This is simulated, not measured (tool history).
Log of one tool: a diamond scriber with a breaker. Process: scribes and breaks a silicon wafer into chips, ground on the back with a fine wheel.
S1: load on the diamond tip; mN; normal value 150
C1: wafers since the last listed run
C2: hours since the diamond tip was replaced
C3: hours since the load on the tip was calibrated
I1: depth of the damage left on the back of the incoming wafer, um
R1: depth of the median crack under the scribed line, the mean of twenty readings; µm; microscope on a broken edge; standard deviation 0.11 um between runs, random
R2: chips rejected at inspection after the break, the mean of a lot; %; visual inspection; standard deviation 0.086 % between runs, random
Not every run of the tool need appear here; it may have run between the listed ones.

run,day,S1,C1,C2,C3,I1,R1,R2
1,0.000,150,0,335.9,1024.5,1.90,12.72,1.20
2,0.588,150,36,350.0,1038.6,1.68,12.56,0.93
3,1.446,114,52,370.6,1059.2,2.40,11.03,2.49
4,2.367,140,56,392.7,1081.3,1.54,12.31,0.73
5,3.208,150,51,412.9,1101.5,2.92,12.61,2.18
6,4.225,150,62,437.3,1125.9,1.74,12.71,0.82
7,5.538,150,80,468.8,1157.4,1.54,12.44,0.97
8,6.242,150,43,485.7,1174.3,2.67,12.60,1.74
9,6.867,161,38,500.7,1189.3,1.67,12.95,1.13
10,8.096,161,75,530.2,1218.8,2.56,12.97,1.86
11,9.050,150,58,553.1,1241.7,2.42,12.61,1.46
12,9.758,150,43,570.1,1258.7,2.10,12.42,1.12
13,11.071,150,80,601.6,1290.2,2.51,12.32,1.41
14,11.983,150,56,623.5,1312.1,2.95,12.34,2.22
15,12.775,150,48,642.5,1331.1,1.93,12.18,1.08
16,13.604,150,51,662.4,1351.0,1.85,12.51,1.07
# day 14.742: diamond tip replaced by a new one
# day 15.346: load on the tip recalibrated
17,15.554,150,109,19.5,5.0,2.99,12.30,2.21
18,17.033,129,91,55.0,40.5,2.64,11.32,2.54
19,18.033,110,61,79.0,64.5,2.00,10.60,3.21
20,19.533,107,92,115.0,100.5,2.23,10.52,4.05
21,20.062,150,32,127.7,113.2,2.91,12.20,1.90
22,21.421,126,83,160.3,145.8,1.64,11.41,1.60
23,22.638,150,74,189.5,175.0,2.87,12.40,2.21
24,24.092,128,89,224.4,209.9,1.98,11.53,1.70
25,24.954,131,53,245.1,230.6,2.90,11.42,2.70
26,26.300,186,82,277.4,262.9,2.56,13.75,2.71
27,27.612,136,80,308.9,294.4,2.87,11.51,2.55
28,29.017,150,86,342.6,328.1,2.55,12.27,1.71
29,30.417,116,86,376.2,361.7,2.70,10.86,3.88
30,31.454,125,63,401.1,386.6,2.68,11.46,3.18
31,32.146,118,42,417.7,403.2,2.97,11.00,4.43
32,32.888,138,45,435.5,421.0,2.88,11.59,2.43
33,33.538,164,40,451.1,436.6,2.54,12.57,1.84
34,34.688,188,70,478.7,464.2,2.08,13.49,2.28

4 options for the next run, each taken on its own from the tool as it stands now. Forecast them:
A,34.712,115,1,479.3,464.8,1.79,?,?
B,34.712,121,1,479.3,464.8,1.79,?,?
C,34.712,193,1,479.3,464.8,1.79,?,?
D,34.712,185,1,479.3,464.8,1.79,?,?

run,R1,R2
A,10.78,3.06
B,11.03,2.42
C,13.81,2.30
D,13.52,1.82
Without the tool's unlogged condition, the same runs would have read:
run,R1,R2
A,10.89,2.76
B,11.14,2.17
C,13.95,2.57
D,13.66,2.03
